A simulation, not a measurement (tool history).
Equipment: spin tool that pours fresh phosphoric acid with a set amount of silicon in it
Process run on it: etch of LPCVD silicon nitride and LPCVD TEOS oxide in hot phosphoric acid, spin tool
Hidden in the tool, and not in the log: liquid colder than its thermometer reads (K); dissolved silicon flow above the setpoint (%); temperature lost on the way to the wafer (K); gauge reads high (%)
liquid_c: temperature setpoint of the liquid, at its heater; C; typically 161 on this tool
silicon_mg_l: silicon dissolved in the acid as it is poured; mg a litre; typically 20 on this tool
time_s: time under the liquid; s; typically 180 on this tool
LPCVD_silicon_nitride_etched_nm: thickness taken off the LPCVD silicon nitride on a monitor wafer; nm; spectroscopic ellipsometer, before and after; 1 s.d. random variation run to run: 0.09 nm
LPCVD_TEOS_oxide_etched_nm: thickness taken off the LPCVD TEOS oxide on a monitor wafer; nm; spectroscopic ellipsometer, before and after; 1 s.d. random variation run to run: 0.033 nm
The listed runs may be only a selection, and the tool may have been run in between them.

run     day  liquid_c  silicon_mg_l  time_s  wafers since the last listed run  hours since the thermometer was replaced  hours since the dissolved silicon flow meter was replaced  hours since the heated supply line was repaired  hours since the gauge calibration  read-back film thickness of the LPCVD silicon nitride reference wafer, read on the same gauge (nm)  read-back film thickness of the LPCVD TEOS oxide reference wafer, read on the same gauge (nm)  LPCVD_silicon_nitride_etched_nm  LPCVD_TEOS_oxide_etched_nm
  1       0       161            20     210                                 0                                     767.5                                                      292.3                                           2008.7                             2252.9                                                                                               76.19                                                                                         28.543                            18.36                       0.577
  2   3.442       161            20     210                               528                                     850.1                                                      374.9                                           2091.3                             2335.5                                                                                               76.05                                                                                         28.505                            18.26                        0.53
  3       5       161            20     210                               239                                     887.5                                                      412.3                                           2128.7                             2372.9                                                                                               75.96                                                                                         28.535                            18.21                       0.588
      8.425  -- dissolved silicon flow meter replaced
  4    9.15     162.5            20     180                               630                                     987.1                                                       17.4                                           2228.3                             2472.5                                                                                               75.79                                                                                         28.436                            16.34                       0.484
  5  12.962     162.5            20     180                               585                                    1078.6                                                      108.9                                           2319.8                               2564                                                                                               75.65                                                                                         28.389                             16.2                       0.486
  6  17.121       161            20     180                               638                                    1178.4                                                      208.7                                           2419.6                             2663.8                                                                                               75.46                                                                                         28.297                            15.56                       0.441
     17.992  -- heated supply line repaired
  7  19.154       161            20     180                               305                                    1227.2                                                      257.5                                             27.9                             2712.6                                                                                                75.4                                                                                         28.275                            15.48                        0.44
  8    21.3       161            20     180                               329                                    1278.7                                                        309                                             79.4                             2764.1                                                                                               75.29                                                                                         28.258                            15.43                       0.474
     23.954  -- gauge calibrated
  9  24.646       161            20     180                               513                                      1359                                                      389.3                                            159.7                               16.6                                                                                               78.43                                                                                         29.391                            15.98                       0.514
 10  26.267       160            35     285                               248                                    1397.9                                                      428.2                                            198.6                               55.5                                                                                               78.36                                                                                         29.373                            24.62                       0.446
 11  28.525       161            20     180                               346                                    1452.1                                                      482.4                                            252.8                              109.7                                                                                               78.26                                                                                         29.337                               16                       0.479
     29.479  -- dissolved silicon flow meter replaced
 12  30.429     162.5            20     125                               285                                    1497.8                                                       22.8                                            298.5                              155.4                                                                                               78.19                                                                                         29.295                            11.74                       0.329
     30.638  -- thermometer replaced
 13  34.567       161            20     180                               628                                      94.3                                                      122.1                                            397.8                              254.7                                                                                               78.02                                                                                         29.256                            16.01                       0.496
 14  37.675       162          11.5     180                               477                                     168.9                                                      196.7                                            472.4                              329.3                                                                                               77.89                                                                                          29.17                            16.54                       0.649
 15  39.642       162          35.5      80                               301                                     216.1                                                      243.9                                            519.6                              376.5                                                                                                77.8                                                                                          29.19                             7.27                       0.132
 16  42.308     159.5            10     180                               409                                     280.1                                                      307.9                                            583.6                              440.5                                                                                               77.68                                                                                         29.148                            15.02                       0.596

For run 17, what comes out?
 17  44.904       161          34.5     180                               398                                     342.4                                                      370.2                                            645.9                              502.8                                                                                                   ?                                                                                              ?                                ?                           ?

Run 17 gave read-back film thickness of the LPCVD silicon nitride reference wafer, read on the same gauge (nm) 77.59, read-back film thickness of the LPCVD TEOS oxide reference wafer, read on the same gauge (nm) 29.081, LPCVD_silicon_nitride_etched_nm 15.94 nm, LPCVD_TEOS_oxide_etched_nm 0.303 nm.
If the tool had no hidden condition, the same run with the same run-to-run variation would have returned LPCVD_silicon_nitride_etched_nm 16.44 nm, LPCVD_TEOS_oxide_etched_nm 0.312 nm.

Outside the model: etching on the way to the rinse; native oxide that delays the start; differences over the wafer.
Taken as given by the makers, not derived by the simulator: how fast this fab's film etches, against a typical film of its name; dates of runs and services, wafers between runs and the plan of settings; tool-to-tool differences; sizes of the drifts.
